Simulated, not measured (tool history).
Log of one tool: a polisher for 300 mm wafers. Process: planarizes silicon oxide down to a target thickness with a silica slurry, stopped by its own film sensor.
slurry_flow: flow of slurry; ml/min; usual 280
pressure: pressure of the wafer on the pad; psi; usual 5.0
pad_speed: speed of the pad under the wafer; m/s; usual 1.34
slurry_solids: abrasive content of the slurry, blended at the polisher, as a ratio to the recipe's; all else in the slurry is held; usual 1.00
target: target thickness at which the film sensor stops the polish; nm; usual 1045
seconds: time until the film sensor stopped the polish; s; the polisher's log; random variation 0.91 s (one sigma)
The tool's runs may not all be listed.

run,day,slurry_flow,pressure,pad_speed,slurry_solids,target,wafers since the last listed run,wafers polished on this pad,hours since the slurry nozzle was cleaned,hours since the head pressure was calibrated,hours since the slurry blender was calibrated,hours since the conditioning disc was replaced,"incoming thickness of the incoming film, nm",seconds
1,0.000,280,5.0,1.34,1.15,1045,0,41,313.5,1362.9,71.8,133.8,1415.8,87.5
2,0.425,280,5.0,1.34,1.00,1045,68,110,323.7,1373.1,82.0,144.0,1425.6,96.3
3,0.800,280,5.0,1.34,1.00,1045,60,170,332.7,1382.1,91.0,153.0,1415.0,94.3
4,1.271,280,5.0,1.34,1.00,1045,75,246,344.0,1393.4,102.3,164.3,1389.5,86.9
5,1.675,280,5.0,1.34,1.00,1045,65,311,353.7,1403.1,112.0,174.0,1399.0,89.2
6,2.042,280,5.0,1.34,1.00,1045,59,370,362.5,1411.9,120.8,182.8,1388.8,88.1
7,2.358,280,5.0,1.62,1.00,1045,51,421,370.1,1419.5,128.4,190.4,1420.8,85.3
8,2.833,280,5.0,1.62,1.00,1045,76,498,381.5,1430.9,139.8,201.8,1387.0,77.8
9,3.225,280,5.0,1.62,1.00,1045,63,561,390.9,1440.3,149.2,211.2,1412.1,84.5
# day 3.671: conditioning disc replaced and pad reconditioned
10,3.692,280,5.0,1.34,1.00,1045,61,623,402.1,1451.5,160.4,0.5,1408.0,90.9
11,4.250,280,5.0,1.34,1.00,1045,89,713,415.5,1464.9,173.8,13.9,1404.4,92.9
12,4.554,280,5.0,1.34,1.00,1045,49,762,422.8,1472.2,181.1,21.2,1417.5,95.4
13,4.871,280,5.7,1.34,1.25,1115,51,813,430.4,1479.8,188.7,28.8,1389.0,55.7
# day 5.642: slurry blender recalibrated
14,5.662,280,5.7,1.78,1.00,1045,114,927,449.4,1498.8,0.5,47.8,1385.0,64.9
# day 6.046: slurry nozzle cleaned
15,6.167,280,6.2,1.34,1.00,919,74,1002,2.9,1510.9,12.6,59.9,1404.2,110.2
16,6.588,280,5.0,1.34,1.00,1045,67,1069,13.0,1521.0,22.7,70.0,1433.3,103.3
17,6.954,190,5.0,1.34,1.00,1045,59,1128,21.8,1529.8,31.5,78.8,1417.9,105.5
18,7.438,280,5.0,1.78,1.00,1045,77,1206,33.4,1541.4,43.1,90.4,1401.0,79.6
19,7.725,280,5.7,1.78,1.00,1045,46,1253,40.3,1548.3,50.0,97.3,1381.8,67.8
20,8.229,280,5.0,1.34,1.00,1045,81,1334,52.4,1560.4,62.1,109.4,1395.6,91.9
# day 9.004: slurry nozzle cleaned, repeated, since the last time left the tool worse
# day 9.075: worn pad replaced by a new one
21,9.096,280,5.0,0.92,1.00,1045,121,3,2.2,1581.2,82.9,130.2,1400.2,109.2
22,9.217,280,6.5,1.18,0.80,973,19,23,5.1,1584.1,85.8,133.1,1411.5,107.7
# day 9.667: head pressure recalibrated
23,9.688,190,5.0,1.34,1.00,1165,62,85,16.4,0.5,97.1,144.4,1394.0,59.1
24,10.008,280,5.0,1.62,1.00,1045,51,137,24.1,8.2,104.8,152.1,1399.8,77.6
# day 11.371: conditioning disc replaced and pad reconditioned
25,11.608,280,5.7,1.78,1.00,1045,244,381,62.5,46.6,143.2,5.7,1384.6,63.9
26,12.358,280,5.0,1.34,1.00,1045,120,502,80.5,64.6,161.2,23.7,1418.1,91.5

4 ways to go on from here, each from the tool as it stands after run 26. What would each give?
A,12.379,280,5.0,1.34,1.00,1045,3,505,81.0,65.1,161.7,24.2,1411.0,?
B,12.379,280,3.9,1.20,1.00,1045,3,505,81.0,65.1,161.7,24.2,1411.0,?
C,12.379,280,5.0,1.34,1.00,1104,3,505,81.0,65.1,161.7,24.2,1411.0,?
D,12.379,280,5.0,1.12,1.00,1159,3,505,81.0,65.1,161.7,24.2,1411.0,?

run,seconds
A,91.7
B,118.9
C,76.9
D,70.3
Without the tool's hidden state the same runs would have given:
run,seconds
A,90.8
B,117.7
C,76.2
D,69.6
